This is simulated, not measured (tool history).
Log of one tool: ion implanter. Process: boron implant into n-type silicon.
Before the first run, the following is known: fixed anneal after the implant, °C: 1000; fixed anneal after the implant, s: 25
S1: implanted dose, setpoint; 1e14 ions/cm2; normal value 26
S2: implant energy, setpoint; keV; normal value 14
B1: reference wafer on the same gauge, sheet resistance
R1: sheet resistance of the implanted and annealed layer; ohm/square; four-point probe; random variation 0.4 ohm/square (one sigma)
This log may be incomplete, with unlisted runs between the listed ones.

| run | hour | S1 | S2 | B1 | R1 |
|---|---|---|---|---|---|
| 1 | 0 | 26 | 11.5 | 85.76 | 88.83 |
| 2 | 57.3 | 26 | 11.5 | 85.81 | 89.05 |
| 3 | 162.4 | 26 | 11.5 | 85.77 | 89.16 |
|  | 203.3 | gauge calibrated |
| 4 | 259.4 | 26 | 14 | 85.79 | 79.95 |
| 5 | 301.7 | 26 | 14 | 85.9 | 79.52 |
|  | 364.2 | extraction supply calibrated |
| 6 | 372.9 | 26 | 14 | 85.82 | 79.33 |
| 7 | 461.8 | 26 | 14 | 85.83 | 79.58 |
| 8 | 502.8 | 26 | 14 | 85.78 | 79.41 |
|  | 567.8 | Faraday cup replaced and dose calibrated |
| 9 | 568.6 | 26 | 9.5 | 85.79 | 98.7 |
| 10 | 628.7 | 26 | 14 | 85.82 | 79.88 |
| 11 | 671.6 | 30.22 | 12.5 | 85.7 | 82.47 |
|  | 682.2 | gauge calibrated |
| 12 | 749.5 | 26 | 14 | 85.73 | 79.67 |
| 13 | 824.3 | 33.67 | 17 | 85.7 | 67.93 |
| 14 | 866.1 | 26 | 17.5 | 85.8 | 71.78 |
| 15 | 971.2 | 29.04 | 18.5 | 85.72 | 67.67 |
| 16 | 1047.9 | 21.34 | 16.5 | 85.79 | 78.51 |

Forecast each of these 4 alternatives for the next run:
| A | 1048.3 | 26 | 14 | ? | ? |
| B | 1048.3 | 29.69 | 11.5 | ? | ? |
| C | 1048.3 | 20.05 | 9.5 | ? | ? |
| D | 1048.3 | 19.02 | 10 | ? | ? |

| run | B1 | R1 |
|---|---|---|
| A | 85.84 | 79.71 |
| B | 85.84 | 86.98 |
| C | 85.84 | 102.91 |
| D | 85.84 | 101.52 |
With the hidden condition removed and each run's random variation left untouched, the same runs would have given:
| run | R1 |
|---|---|
| A | 79.71 |
| B | 86.98 |
| C | 102.91 |
| D | 101.52 |
